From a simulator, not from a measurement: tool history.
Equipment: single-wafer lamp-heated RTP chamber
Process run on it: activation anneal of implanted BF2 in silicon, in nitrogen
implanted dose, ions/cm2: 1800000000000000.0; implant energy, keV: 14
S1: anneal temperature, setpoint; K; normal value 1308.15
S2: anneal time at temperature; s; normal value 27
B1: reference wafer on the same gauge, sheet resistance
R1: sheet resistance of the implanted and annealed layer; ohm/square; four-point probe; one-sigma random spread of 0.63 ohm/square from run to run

{"run": 1, "hour": 0.0, "S1": 1287.15, "S2": 27, "B1": 130.92, "R1": 154.41}
{"hour": 45.6, "done": "reflector plate cleaned"}
{"run": 2, "hour": 46.1, "S1": 1287.15, "S2": 27, "B1": 130.99, "R1": 164.59}
{"run": 3, "hour": 96.3, "S1": 1315.15, "S2": 27, "B1": 130.99, "R1": 130.79}
{"run": 4, "hour": 133.9, "S1": 1315.15, "S2": 27, "B1": 130.98, "R1": 128.65}
{"run": 5, "hour": 183.0, "S1": 1315.15, "S2": 27, "B1": 131, "R1": 128.38}
{"hour": 216.4, "done": "pyrometer window cleaned and pyrometer calibrated"}
{"run": 6, "hour": 220.0, "S1": 1308.15, "S2": 27, "B1": 130.8, "R1": 139.16}
{"run": 7, "hour": 264.7, "S1": 1308.15, "S2": 27, "B1": 130.95, "R1": 138.67}
{"run": 8, "hour": 296.8, "S1": 1308.15, "S2": 27, "B1": 131.04, "R1": 137.85}
{"run": 9, "hour": 352.3, "S1": 1294.15, "S2": 34, "B1": 131.02, "R1": 143.9}
{"run": 10, "hour": 389.1, "S1": 1308.15, "S2": 27, "B1": 130.99, "R1": 136.91}
{"run": 11, "hour": 417.6, "S1": 1308.15, "S2": 32, "B1": 131.22, "R1": 129.78}
{"run": 12, "hour": 483.8, "S1": 1308.15, "S2": 27, "B1": 131.06, "R1": 135.43}
{"hour": 507.6, "done": "gauge calibrated"}
{"run": 13, "hour": 515.2, "S1": 1308.15, "S2": 27, "B1": 131.24, "R1": 134.84}
{"run": 14, "hour": 545.0, "S1": 1308.15, "S2": 27, "B1": 130.82, "R1": 133.85}
{"run": 15, "hour": 576.9, "S1": 1308.15, "S2": 27, "B1": 131.1, "R1": 133.83}
{"run": 16, "hour": 633.0, "S1": 1279.15, "S2": 21, "B1": 131.03, "R1": 179.9}
{"hour": 752.7, "done": "pyrometer window cleaned and pyrometer calibrated"}
{"run": 17, "hour": 839.8, "S1": 1279.15, "S2": 21, "B1": 131.11, "R1": 181.94}
{"run": 18, "hour": 867.0, "S1": 1334.15, "S2": 12, "B1": 131.05, "R1": 130.91}
{"run": 19, "hour": 902.5, "S1": 1308.15, "S2": 38, "B1": 130.95, "R1": 120.41}
{"run": 20, "hour": 959.9, "S1": 1308.15, "S2": 27, "B1": 131, "R1": 131.22}
{"hour": 988.2, "done": "reflector plate cleaned"}
{"run": 21, "hour": 1028.9, "S1": 1282.15, "S2": 17, "B1": 131.08, "R1": 191.5}
{"run": 22, "hour": 1071.2, "S1": 1284.15, "S2": 17, "B1": 131.13, "R1": 185.86}
{"run": 23, "hour": 1105.5, "S1": 1308.15, "S2": 27, "B1": 131.12, "R1": 134.76}
{"run": 24, "hour": 1164.2, "S1": 1334.15, "S2": 17, "B1": 130.98, "R1": 120.83}
{"run": 25, "hour": 1223.7, "S1": 1287.15, "S2": 18, "B1": 130.98, "R1": 175.57}
{"run": 26, "hour": 1264.7, "S1": 1308.15, "S2": 31, "B1": 131.06, "R1": 128.59}

Run 27 comes next. What will it give?
{"run": 27, "hour": 1305.0, "S1": 1283.15, "S2": 40, "B1": "?", "R1": "?"}

{"run 27": {"B1": 130.91, "R1": 145.28}}
If the tool had no hidden condition, the same run with the same run-to-run variation would have returned R1 158.25 ohm/square.

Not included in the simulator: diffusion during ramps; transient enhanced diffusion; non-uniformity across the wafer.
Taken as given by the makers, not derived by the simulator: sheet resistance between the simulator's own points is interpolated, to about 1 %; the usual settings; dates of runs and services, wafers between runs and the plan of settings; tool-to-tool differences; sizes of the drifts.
